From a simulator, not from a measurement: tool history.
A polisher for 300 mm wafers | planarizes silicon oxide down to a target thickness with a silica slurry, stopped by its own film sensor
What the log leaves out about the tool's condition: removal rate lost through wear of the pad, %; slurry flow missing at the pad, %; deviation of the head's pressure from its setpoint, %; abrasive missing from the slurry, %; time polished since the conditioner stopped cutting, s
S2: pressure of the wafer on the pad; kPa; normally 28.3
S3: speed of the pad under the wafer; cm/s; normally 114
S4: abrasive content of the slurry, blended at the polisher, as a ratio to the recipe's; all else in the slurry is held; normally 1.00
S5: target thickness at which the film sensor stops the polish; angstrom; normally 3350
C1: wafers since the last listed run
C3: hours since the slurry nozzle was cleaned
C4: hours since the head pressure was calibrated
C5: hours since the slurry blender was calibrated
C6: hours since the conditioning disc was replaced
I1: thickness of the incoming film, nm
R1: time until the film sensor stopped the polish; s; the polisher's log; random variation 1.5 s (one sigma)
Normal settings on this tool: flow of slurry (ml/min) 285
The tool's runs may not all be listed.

Run 1, day 0.000: usual settings; C1 0; wafers polished on this pad 169; C3 328.1; C4 267.2; C5 395.4; C6 823.9; I1 587.7. Result: R1 76.8 s.
At day 1.725: conditioning disc replaced and pad reconditioned.
Run 2, day 3.475: usual settings but flow of slurry (ml/min) 200; C1 654; wafers polished on this pad 823; C3 411.5; C4 350.6; C5 478.8; C6 42.0; I1 581.4. Result: R1 75.6 s.
Run 3, day 7.646: usual settings but S2 35.9 kPa; C1 804; wafers polished on this pad 1627; C3 511.6; C4 450.7; C5 578.9; C6 142.1; I1 578.3. Result: R1 57.4 s.
Run 4, day 9.438: usual settings but flow of slurry (ml/min) 260, S2 19.3 kPa; C1 345; wafers polished on this pad 1973; C3 554.6; C4 493.7; C5 621.9; C6 185.1; I1 582.1. Result: R1 101.9 s.
Run 5, day 12.600: usual settings but S3 150 cm/s, S4 0.80, S5 2890 angstrom; C1 610; wafers polished on this pad 2583; C3 630.5; C4 569.6; C5 697.8; C6 261.0; I1 586.4. Result: R1 76.5 s.
At day 13.571: slurry blender recalibrated.
Run 6, day 15.621: usual settings; C1 566; wafers polished on this pad 3150; C3 703.0; C4 642.1; C5 49.2; C6 333.5; I1 575.8. Result: R1 66.7 s.
At day 15.988: slurry nozzle cleaned.
At day 17.804: head pressure recalibrated.
Run 7, day 27.300: usual settings but S4 1.15; C1 2228; wafers polished on this pad 5379; C3 271.5; C4 227.9; C5 329.5; C6 613.8; I1 591.3. Result: R1 73.1 s.
Run 8, day 29.100: usual settings; C1 347; wafers polished on this pad 5726; C3 314.7; C4 271.1; C5 372.7; C6 657.0; I1 588.4. Result: R1 74.1 s.
Run 9, day 32.467: usual settings but S5 4100 angstrom; C1 649; wafers polished on this pad 6375; C3 395.5; C4 351.9; C5 453.5; C6 737.8; I1 576.9. Result: R1 47.8 s.
At day 32.904: worn pad replaced by a new one.
Run 10, day 35.900: usual settings but S5 4100 angstrom; C1 630; wafers polished on this pad 577; C3 477.9; C4 434.3; C5 535.9; C6 820.2; I1 569.6. Result: R1 46.7 s.
At day 37.388: conditioning disc replaced and pad reconditioned.
Run 11, day 39.092: usual settings but S3 148 cm/s; C1 599; wafers polished on this pad 1177; C3 554.5; C4 510.9; C5 612.5; C6 40.9; I1 582.6. Result: R1 57.1 s.
Run 12, day 42.292: usual settings but S3 152 cm/s; C1 617; wafers polished on this pad 1794; C3 631.3; C4 587.7; C5 689.3; C6 117.7; I1 574.5. Result: R1 53.3 s.

What will run 13 give?
Run 13, day 46.583: usual settings but S2 21.4 kPa; C1 827; wafers polished on this pad 2622; C3 734.3; C4 690.7; C5 792.3; C6 220.7; I1 577.2. Result: R1 ?.

{"run 13": {"R1": 90.7}}
Take away the tool's hidden state, keep the run-to-run variation as it was, and the same run would have given R1 102.1 s.
